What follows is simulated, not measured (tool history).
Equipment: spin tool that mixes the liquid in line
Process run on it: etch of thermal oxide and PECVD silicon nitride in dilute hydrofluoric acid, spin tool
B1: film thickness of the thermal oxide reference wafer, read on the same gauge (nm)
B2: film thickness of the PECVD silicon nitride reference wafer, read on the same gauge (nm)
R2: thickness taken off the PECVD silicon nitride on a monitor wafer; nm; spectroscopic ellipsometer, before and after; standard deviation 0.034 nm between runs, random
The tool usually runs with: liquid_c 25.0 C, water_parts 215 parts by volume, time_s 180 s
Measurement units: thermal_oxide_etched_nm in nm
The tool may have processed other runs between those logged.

{"run": 1, "hour": 0.0, "liquid_c": 25.0, "water_parts": 175, "time_s": 180, "B1": 39.999, "B2": 109.998, "thermal_oxide_etched_nm": 4.57, "R2": 1.984}
{"run": 2, "hour": 10.1, "liquid_c": 25.0, "water_parts": 215, "time_s": 180, "B1": 40.023, "B2": 110.01, "thermal_oxide_etched_nm": 3.566, "R2": 1.535}
{"run": 3, "hour": 27.6, "liquid_c": 25.0, "water_parts": 215, "time_s": 180, "B1": 40.005, "B2": 109.993, "thermal_oxide_etched_nm": 3.588, "R2": 1.704}
{"run": 4, "hour": 45.1, "liquid_c": 25.0, "water_parts": 215, "time_s": 180, "B1": 39.991, "B2": 109.984, "thermal_oxide_etched_nm": 3.557, "R2": 1.634}
{"run": 5, "hour": 54.0, "liquid_c": 25.0, "water_parts": 215, "time_s": 180, "B1": 39.991, "B2": 109.991, "thermal_oxide_etched_nm": 3.591, "R2": 1.67}
{"run": 6, "hour": 64.3, "liquid_c": 25.0, "water_parts": 215, "time_s": 180, "B1": 39.989, "B2": 110.002, "thermal_oxide_etched_nm": 3.578, "R2": 1.628}
{"run": 7, "hour": 72.3, "liquid_c": 25.0, "water_parts": 215, "time_s": 180, "B1": 39.999, "B2": 109.98, "thermal_oxide_etched_nm": 3.67, "R2": 1.695}
{"run": 8, "hour": 89.9, "liquid_c": 25.0, "water_parts": 215, "time_s": 180, "B1": 40.02, "B2": 110.01, "thermal_oxide_etched_nm": 3.625, "R2": 1.658}
{"run": 9, "hour": 99.8, "liquid_c": 25.0, "water_parts": 215, "time_s": 180, "B1": 40.006, "B2": 109.983, "thermal_oxide_etched_nm": 3.573, "R2": 1.703}
{"run": 10, "hour": 115.9, "liquid_c": 25.0, "water_parts": 295, "time_s": 180, "B1": 39.99, "B2": 110.002, "thermal_oxide_etched_nm": 2.415, "R2": 1.209}
{"run": 11, "hour": 126.4, "liquid_c": 25.0, "water_parts": 160, "time_s": 270, "B1": 40.01, "B2": 109.987, "thermal_oxide_etched_nm": 7.178, "R2": 2.773}
{"run": 12, "hour": 139.1, "liquid_c": 25.0, "water_parts": 215, "time_s": 180, "B1": 40.012, "B2": 110.016, "thermal_oxide_etched_nm": 3.33, "R2": 1.406}
{"run": 13, "hour": 152.1, "liquid_c": 21.0, "water_parts": 305, "time_s": 180, "B1": 40.034, "B2": 109.987, "thermal_oxide_etched_nm": 1.851, "R2": 0.77}
{"run": 14, "hour": 168.1, "liquid_c": 27.0, "water_parts": 320, "time_s": 100, "B1": 40.018, "B2": 110.018, "thermal_oxide_etched_nm": 1.192, "R2": 0.6}
{"run": 15, "hour": 177.6, "liquid_c": 25.0, "water_parts": 300, "time_s": 180, "B1": 39.998, "B2": 110.003, "thermal_oxide_etched_nm": 2.21, "R2": 1.021}
{"run": 16, "hour": 190.3, "liquid_c": 21.5, "water_parts": 140, "time_s": 255, "B1": 39.981, "B2": 109.991, "thermal_oxide_etched_nm": 6.841, "R2": 2.362}
{"run": 17, "hour": 198.2, "liquid_c": 25.0, "water_parts": 315, "time_s": 180, "B1": 39.999, "B2": 110.004, "thermal_oxide_etched_nm": 2.04, "R2": 0.962}
{"run": 18, "hour": 213.8, "liquid_c": 25.0, "water_parts": 255, "time_s": 180, "B1": 40.001, "B2": 109.983, "thermal_oxide_etched_nm": 2.717, "R2": 1.228}
{"run": 19, "hour": 220.9, "liquid_c": 20.5, "water_parts": 250, "time_s": 225, "B1": 39.98, "B2": 109.983, "thermal_oxide_etched_nm": 2.959, "R2": 1.138}
{"run": 20, "hour": 228.9, "liquid_c": 28.5, "water_parts": 265, "time_s": 120, "B1": 40.026, "B2": 109.984, "thermal_oxide_etched_nm": 1.924, "R2": 0.97}
{"run": 21, "hour": 239.9, "liquid_c": 25.0, "water_parts": 215, "time_s": 180, "B1": 40.003, "B2": 109.995, "thermal_oxide_etched_nm": 3.368, "R2": 1.451}
{"run": 22, "hour": 256.4, "liquid_c": 25.0, "water_parts": 215, "time_s": 180, "B1": 39.971, "B2": 109.977, "thermal_oxide_etched_nm": 3.313, "R2": 1.438}
{"run": 23, "hour": 269.5, "liquid_c": 27.5, "water_parts": 250, "time_s": 140, "B1": 39.998, "B2": 110.021, "thermal_oxide_etched_nm": 2.338, "R2": 1.097}
{"run": 24, "hour": 276.2, "liquid_c": 25.0, "water_parts": 215, "time_s": 180, "B1": 39.962, "B2": 110.01, "thermal_oxide_etched_nm": 3.34, "R2": 1.383}
{"run": 25, "hour": 288.0, "liquid_c": 21.0, "water_parts": 320, "time_s": 70, "B1": 39.987, "B2": 109.996, "thermal_oxide_etched_nm": 0.678, "R2": 0.284}
{"run": 26, "hour": 299.4, "liquid_c": 21.5, "water_parts": 215, "time_s": 180, "B1": 39.998, "B2": 109.999, "thermal_oxide_etched_nm": 2.906, "R2": 1.112}

Taken out of this log: 2 entries between the listed runs. Where each belongs, and how the hidden state differs across it:
Runs 10 to 11: thermometer replaced (hour 119.8)
  liquid hotter than its thermometer reads (K): 2.7 -> 0.385
  measured value less the no-hidden-state value, thermal_oxide_etched_nm: +0.211 -> +0.101 nm; R2: +0.180 -> +0.066 nm
Runs 21 to 22: gauge calibrated (hour 246.6)
  liquid hotter than its thermometer reads (K): 0.568 -> 0.595
  measured value less the no-hidden-state value, thermal_oxide_etched_nm: +0.069 -> +0.069 nm; R2: +0.051 -> +0.052 nm

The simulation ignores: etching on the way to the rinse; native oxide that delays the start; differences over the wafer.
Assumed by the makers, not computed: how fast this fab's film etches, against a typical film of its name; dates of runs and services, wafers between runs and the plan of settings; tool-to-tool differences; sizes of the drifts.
